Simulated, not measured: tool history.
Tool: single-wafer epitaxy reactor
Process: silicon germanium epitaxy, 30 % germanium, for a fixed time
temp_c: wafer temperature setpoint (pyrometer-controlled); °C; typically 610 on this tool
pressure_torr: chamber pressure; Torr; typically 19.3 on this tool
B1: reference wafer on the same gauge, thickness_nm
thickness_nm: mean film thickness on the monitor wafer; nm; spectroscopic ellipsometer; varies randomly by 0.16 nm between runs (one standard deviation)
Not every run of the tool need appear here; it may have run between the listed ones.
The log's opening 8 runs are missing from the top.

{"run": 9, "hour": 101.4, "temp_c": 620, "pressure_torr": 19.3, "B1": 57.395, "thickness_nm": 74.955}
{"run": 10, "hour": 110.9, "temp_c": 610, "pressure_torr": 17.6, "B1": 57.388, "thickness_nm": 61.929}
{"run": 11, "hour": 122.1, "temp_c": 610, "pressure_torr": 19.3, "B1": 57.317, "thickness_nm": 63.465}
{"run": 12, "hour": 128.8, "temp_c": 610, "pressure_torr": 19.3, "B1": 57.406, "thickness_nm": 63.872}
{"hour": 141.6, "done": "pyrometer calibrated"}
{"run": 13, "hour": 143.5, "temp_c": 610, "pressure_torr": 19.3, "B1": 57.412, "thickness_nm": 68.704}
{"hour": 145.3, "done": "gauge calibrated"}
{"run": 14, "hour": 160.7, "temp_c": 610, "pressure_torr": 19.3, "B1": 57.421, "thickness_nm": 69.153}
{"hour": 178.6, "done": "showerhead replaced"}
{"hour": 179.1, "done": "capacitance manometer re-zeroed and calibrated"}
{"run": 15, "hour": 179.6, "temp_c": 610, "pressure_torr": 19.3, "B1": 57.449, "thickness_nm": 66.815}
{"run": 16, "hour": 188.1, "temp_c": 610, "pressure_torr": 20.5, "B1": 57.406, "thickness_nm": 68.124}
{"run": 17, "hour": 200.5, "temp_c": 598, "pressure_torr": 23.4, "B1": 57.373, "thickness_nm": 59.126}
{"run": 18, "hour": 216.6, "temp_c": 610, "pressure_torr": 22.8, "B1": 57.327, "thickness_nm": 71.089}
{"run": 19, "hour": 222.7, "temp_c": 615, "pressure_torr": 19.3, "B1": 57.342, "thickness_nm": 72.402}
{"run": 20, "hour": 228.8, "temp_c": 606, "pressure_torr": 16.5, "B1": 57.4, "thickness_nm": 59.42}
{"run": 21, "hour": 244.4, "temp_c": 606, "pressure_torr": 21.6, "B1": 57.354, "thickness_nm": 65.561}
{"run": 22, "hour": 257.5, "temp_c": 600, "pressure_torr": 19.3, "B1": 57.382, "thickness_nm": 57.187}
{"run": 23, "hour": 269.8, "temp_c": 610, "pressure_torr": 15.1, "B1": 57.412, "thickness_nm": 61.77}
{"run": 24, "hour": 277.7, "temp_c": 610, "pressure_torr": 19.3, "B1": 57.384, "thickness_nm": 67.211}
{"run": 25, "hour": 289.2, "temp_c": 610, "pressure_torr": 19.3, "B1": 57.372, "thickness_nm": 67.182}
{"run": 26, "hour": 306.5, "temp_c": 610, "pressure_torr": 19.3, "B1": 57.473, "thickness_nm": 67.511}
{"run": 27, "hour": 320.2, "temp_c": 610, "pressure_torr": 21.9, "B1": 57.368, "thickness_nm": 70.436}
{"run": 28, "hour": 361.9, "temp_c": 620, "pressure_torr": 21.2, "B1": 57.385, "thickness_nm": 81.609}
{"run": 29, "hour": 374.5, "temp_c": 600, "pressure_torr": 14.5, "B1": 57.421, "thickness_nm": 52.334}
{"run": 30, "hour": 386.2, "temp_c": 610, "pressure_torr": 19.3, "B1": 57.398, "thickness_nm": 67.818}
{"run": 31, "hour": 417.0, "temp_c": 620, "pressure_torr": 19.3, "B1": 57.437, "thickness_nm": 79.104}

Alternative continuations, all from the tool just after run 31; predict every row:
{"run": "A", "hour": 417.4, "temp_c": 610, "pressure_torr": 22.1, "B1": "?", "thickness_nm": "?"}
{"run": "B", "hour": 417.4, "temp_c": 599, "pressure_torr": 19.3, "B1": "?", "thickness_nm": "?"}
{"run": "C", "hour": 417.4, "temp_c": 621, "pressure_torr": 21.1, "B1": "?", "thickness_nm": "?"}
{"run": "D", "hour": 417.4, "temp_c": 597, "pressure_torr": 21.6, "B1": "?", "thickness_nm": "?"}

run=A B1=57.433 thickness_nm=71.229
run=B B1=57.433 thickness_nm=56.992
run=C B1=57.433 thickness_nm=83.119
run=D B1=57.433 thickness_nm=57.442
With no hidden state in the tool, these same runs would have given:
run=A thickness_nm=70.143
run=B thickness_nm=56.122
run=C thickness_nm=81.853
run=D thickness_nm=56.565

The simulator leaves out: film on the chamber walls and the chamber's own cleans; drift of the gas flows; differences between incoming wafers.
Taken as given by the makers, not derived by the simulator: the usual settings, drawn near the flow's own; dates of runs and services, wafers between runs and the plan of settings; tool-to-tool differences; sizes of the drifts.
